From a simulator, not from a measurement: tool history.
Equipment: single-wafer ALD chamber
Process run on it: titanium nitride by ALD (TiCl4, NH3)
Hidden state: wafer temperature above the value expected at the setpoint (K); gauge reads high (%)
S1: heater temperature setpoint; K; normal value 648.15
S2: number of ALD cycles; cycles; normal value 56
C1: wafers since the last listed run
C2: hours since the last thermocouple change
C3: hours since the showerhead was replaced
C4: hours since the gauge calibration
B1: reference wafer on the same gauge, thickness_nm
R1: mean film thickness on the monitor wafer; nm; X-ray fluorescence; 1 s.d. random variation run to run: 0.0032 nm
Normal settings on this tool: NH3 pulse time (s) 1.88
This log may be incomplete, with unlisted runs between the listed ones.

run 1 hour=0 | S1=648.15 S2=56 NH3_pulse_time_(s)=2.43 | C1=0 C2=811.4 C3=2584.9 C4=575.2 | B1=1.04 | R1=1.212
run 2 hour=71.4 | S1=648.15 S2=56 NH3_pulse_time_(s)=2.43 | C1=430 C2=882.8 C3=2656.3 C4=646.6 | B1=1.04 | R1=1.205
-- hour=85.7 thermocouple changed; heater temperature recalibrated
run 3 hour=169.3 | S1=648.15 S2=56 NH3_pulse_time_(s)=2.43 | C1=542 C2=83.6 C3=2754.2 C4=744.5 | B1=1.039 | R1=1.22
run 4 hour=218.4 | S1=648.15 S2=56 NH3_pulse_time_(s)=1.88 | C1=296 C2=132.7 C3=2803.3 C4=793.6 | B1=1.04 | R1=1.207
run 5 hour=262.9 | S1=648.15 S2=56 NH3_pulse_time_(s)=1.88 | C1=268 C2=177.2 C3=2847.8 C4=838.1 | B1=1.04 | R1=1.201
run 6 hour=348.7 | S1=648.15 S2=56 NH3_pulse_time_(s)=1.28 | C1=517 C2=263 C3=2933.6 C4=923.9 | B1=1.04 | R1=1.153
run 7 hour=417.2 | S1=648.15 S2=56 NH3_pulse_time_(s)=1.28 | C1=413 C2=331.5 C3=3002.1 C4=992.4 | B1=1.04 | R1=1.15
-- hour=508.1 showerhead replaced, of another model than before
run 8 hour=522.9 | S1=648.15 S2=56 NH3_pulse_time_(s)=1.88 | C1=589 C2=437.2 C3=14.8 C4=1098.1 | B1=1.04 | R1=1.191
run 9 hour=629.8 | S1=654.15 S2=48 NH3_pulse_time_(s)=2.48 | C1=644 C2=544.1 C3=121.7 C4=1205 | B1=1.04 | R1=1.059
run 10 hour=671.4 | S1=656.15 S2=53 NH3_pulse_time_(s)=1.88 | C1=250 C2=585.7 C3=163.3 C4=1246.6 | B1=1.039 | R1=1.143

What will run 11 give?
run 11 hour=723.8 | S1=648.15 S2=56 NH3_pulse_time_(s)=1.88 | C1=315 C2=638.1 C3=215.7 C4=1299 | B1=? | R1=?

B1: 1.039
R1: 1.192 nm
Take away the tool's hidden state, keep the run-to-run variation as it was, and the same run would have given R1 1.209 nm.

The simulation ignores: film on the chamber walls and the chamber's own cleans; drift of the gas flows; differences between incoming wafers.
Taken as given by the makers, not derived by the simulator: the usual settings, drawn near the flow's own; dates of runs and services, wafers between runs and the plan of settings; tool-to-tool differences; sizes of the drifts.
